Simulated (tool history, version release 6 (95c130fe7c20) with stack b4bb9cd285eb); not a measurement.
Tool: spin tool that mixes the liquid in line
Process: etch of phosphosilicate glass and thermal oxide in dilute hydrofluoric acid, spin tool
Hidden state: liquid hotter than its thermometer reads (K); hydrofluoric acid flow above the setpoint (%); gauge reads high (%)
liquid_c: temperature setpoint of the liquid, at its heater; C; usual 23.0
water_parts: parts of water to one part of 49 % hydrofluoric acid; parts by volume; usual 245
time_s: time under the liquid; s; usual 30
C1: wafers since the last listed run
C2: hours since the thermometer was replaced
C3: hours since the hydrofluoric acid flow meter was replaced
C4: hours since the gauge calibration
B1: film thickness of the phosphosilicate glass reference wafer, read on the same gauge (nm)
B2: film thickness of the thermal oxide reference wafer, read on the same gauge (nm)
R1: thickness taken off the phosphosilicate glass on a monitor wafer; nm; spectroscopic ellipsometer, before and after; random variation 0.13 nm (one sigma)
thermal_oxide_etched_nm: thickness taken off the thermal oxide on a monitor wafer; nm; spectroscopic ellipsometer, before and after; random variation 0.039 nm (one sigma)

run 1 hour=0.0 | liquid_c=23.0 water_parts=245 time_s=30 | C1=0 C2=1610.5 C3=1318.4 C4=309.1 | B1=60.01 B2=49.968 | R1=14.95 thermal_oxide_etched_nm=0.576
run 2 hour=20.4 | liquid_c=23.0 water_parts=245 time_s=30 | C1=362 C2=1630.9 C3=1338.8 C4=329.5 | B1=60.02 B2=50.042 | R1=14.93 thermal_oxide_etched_nm=0.593
run 3 hour=49.6 | liquid_c=23.0 water_parts=245 time_s=30 | C1=518 C2=1660.1 C3=1368.0 C4=358.7 | B1=60.04 B2=50.012 | R1=14.87 thermal_oxide_etched_nm=0.661
run 4 hour=78.4 | liquid_c=23.0 water_parts=200 time_s=30 | C1=511 C2=1688.9 C3=1396.8 C4=387.5 | B1=59.96 B2=49.982 | R1=19.08 thermal_oxide_etched_nm=0.744
run 5 hour=114.0 | liquid_c=23.0 water_parts=200 time_s=30 | C1=631 C2=1724.5 C3=1432.4 C4=423.1 | B1=60.03 B2=49.971 | R1=19.44 thermal_oxide_etched_nm=0.826
run 6 hour=131.8 | liquid_c=26.5 water_parts=245 time_s=30 | C1=315 C2=1742.3 C3=1450.2 C4=440.9 | B1=60.01 B2=49.967 | R1=16.92 thermal_oxide_etched_nm=0.730
run 7 hour=229.4 | liquid_c=25.5 water_parts=245 time_s=40 | C1=1732 C2=1839.9 C3=1547.8 C4=538.5 | B1=59.98 B2=49.992 | R1=22.49 thermal_oxide_etched_nm=0.833
-- hour=302.9 gauge calibrated
-- hour=314.4 thermometer replaced
run 8 hour=331.2 | liquid_c=25.5 water_parts=245 time_s=40 | C1=1789 C2=16.8 C3=1649.6 C4=28.3 | B1=60.00 B2=50.004 | R1=22.38 thermal_oxide_etched_nm=0.980
run 9 hour=362.6 | liquid_c=23.0 water_parts=285 time_s=40 | C1=557 C2=48.2 C3=1681.0 C4=59.7 | B1=60.03 B2=49.954 | R1=17.09 thermal_oxide_etched_nm=0.734
run 10 hour=391.9 | liquid_c=23.0 water_parts=285 time_s=40 | C1=520 C2=77.5 C3=1710.3 C4=89.0 | B1=59.99 B2=50.009 | R1=16.94 thermal_oxide_etched_nm=0.640
run 11 hour=415.2 | liquid_c=23.0 water_parts=285 time_s=40 | C1=413 C2=100.8 C3=1733.6 C4=112.3 | B1=60.01 B2=50.000 | R1=16.68 thermal_oxide_etched_nm=0.679
run 12 hour=461.3 | liquid_c=23.0 water_parts=245 time_s=25 | C1=818 C2=146.9 C3=1779.7 C4=158.4 | B1=59.99 B2=50.042 | R1=12.96 thermal_oxide_etched_nm=0.491
-- hour=471.2 hydrofluoric acid flow meter replaced
run 13 hour=484.6 | liquid_c=23.0 water_parts=245 time_s=40 | C1=395 C2=170.2 C3=13.4 C4=181.7 | B1=59.99 B2=49.997 | R1=18.09 thermal_oxide_etched_nm=0.792
run 14 hour=518.0 | liquid_c=23.0 water_parts=245 time_s=30 | C1=592 C2=203.6 C3=46.8 C4=215.1 | B1=59.97 B2=49.993 | R1=13.94 thermal_oxide_etched_nm=0.572
run 15 hour=547.9 | liquid_c=23.0 water_parts=245 time_s=30 | C1=530 C2=233.5 C3=76.7 C4=245.0 | B1=60.02 B2=50.004 | R1=13.77 thermal_oxide_etched_nm=0.578
run 16 hour=635.3 | liquid_c=23.0 water_parts=285 time_s=50 | C1=1551 C2=320.9 C3=164.1 C4=332.4 | B1=59.95 B2=49.976 | R1=19.35 thermal_oxide_etched_nm=0.740
run 17 hour=659.4 | liquid_c=21.0 water_parts=155 time_s=20 | C1=427 C2=345.0 C3=188.2 C4=356.5 | B1=59.97 B2=49.939 | R1=14.98 thermal_oxide_etched_nm=0.560
run 18 hour=674.3 | liquid_c=23.0 water_parts=245 time_s=30 | C1=264 C2=359.9 C3=203.1 C4=371.4 | B1=60.01 B2=50.022 | R1=14.08 thermal_oxide_etched_nm=0.583
run 19 hour=700.0 | liquid_c=25.0 water_parts=245 time_s=20 | C1=456 C2=385.6 C3=228.8 C4=397.1 | B1=59.99 B2=49.965 | R1=9.95 thermal_oxide_etched_nm=0.386
run 20 hour=722.2 | liquid_c=23.0 water_parts=245 time_s=30 | C1=394 C2=407.8 C3=251.0 C4=419.3 | B1=60.02 B2=49.989 | R1=13.75 thermal_oxide_etched_nm=0.537
run 21 hour=739.1 | liquid_c=18.5 water_parts=245 time_s=40 | C1=299 C2=424.7 C3=267.9 C4=436.2 | B1=60.01 B2=49.996 | R1=16.02 thermal_oxide_etched_nm=0.615
run 22 hour=752.2 | liquid_c=23.0 water_parts=245 time_s=30 | C1=232 C2=437.8 C3=281.0 C4=449.3 | B1=60.01 B2=49.989 | R1=14.09 thermal_oxide_etched_nm=0.551
run 23 hour=772.0 | liquid_c=21.0 water_parts=285 time_s=45 | C1=351 C2=457.6 C3=300.8 C4=469.1 | B1=60.02 B2=50.003 | R1=16.47 thermal_oxide_etched_nm=0.622
run 24 hour=792.9 | liquid_c=20.0 water_parts=180 time_s=30 | C1=370 C2=478.5 C3=321.7 C4=490.0 | B1=59.99 B2=50.043 | R1=18.17 thermal_oxide_etched_nm=0.652
run 25 hour=822.0 | liquid_c=19.0 water_parts=245 time_s=30 | C1=516 C2=507.6 C3=350.8 C4=519.1 | B1=59.99 B2=50.004 | R1=12.14 thermal_oxide_etched_nm=0.419
run 26 hour=843.6 | liquid_c=23.0 water_parts=245 time_s=30 | C1=383 C2=529.2 C3=372.4 C4=540.7 | B1=60.02 B2=50.024 | R1=14.02 thermal_oxide_etched_nm=0.567
run 27 hour=861.9 | liquid_c=23.0 water_parts=290 time_s=15 | C1=324 C2=547.5 C3=390.7 C4=559.0 | B1=60.02 B2=49.984 | R1=5.69 thermal_oxide_etched_nm=0.228

3 ways to go on from here, each from the tool as it stands after run 27. What would each give?
run A hour=862.3 | liquid_c=23.0 water_parts=245 time_s=30 | C1=7 C2=547.9 C3=391.1 C4=559.4 | B1=? B2=? | R1=? thermal_oxide_etched_nm=?
run B hour=862.3 | liquid_c=27.0 water_parts=245 time_s=30 | C1=7 C2=547.9 C3=391.1 C4=559.4 | B1=? B2=? | R1=? thermal_oxide_etched_nm=?
run C hour=862.3 | liquid_c=19.5 water_parts=245 time_s=45 | C1=7 C2=547.9 C3=391.1 C4=559.4 | B1=? B2=? | R1=? thermal_oxide_etched_nm=?

run=A B1=60.00 B2=50.001 R1=14.01 thermal_oxide_etched_nm=0.647
run=B B1=60.00 B2=50.001 R1=16.16 thermal_oxide_etched_nm=0.747
run=C B1=60.00 B2=50.001 R1=18.44 thermal_oxide_etched_nm=0.852
Without the tool's hidden state the same runs would have given:
run=A R1=13.22 thermal_oxide_etched_nm=0.611
run=B R1=15.24 thermal_oxide_etched_nm=0.704
run=C R1=17.41 thermal_oxide_etched_nm=0.805
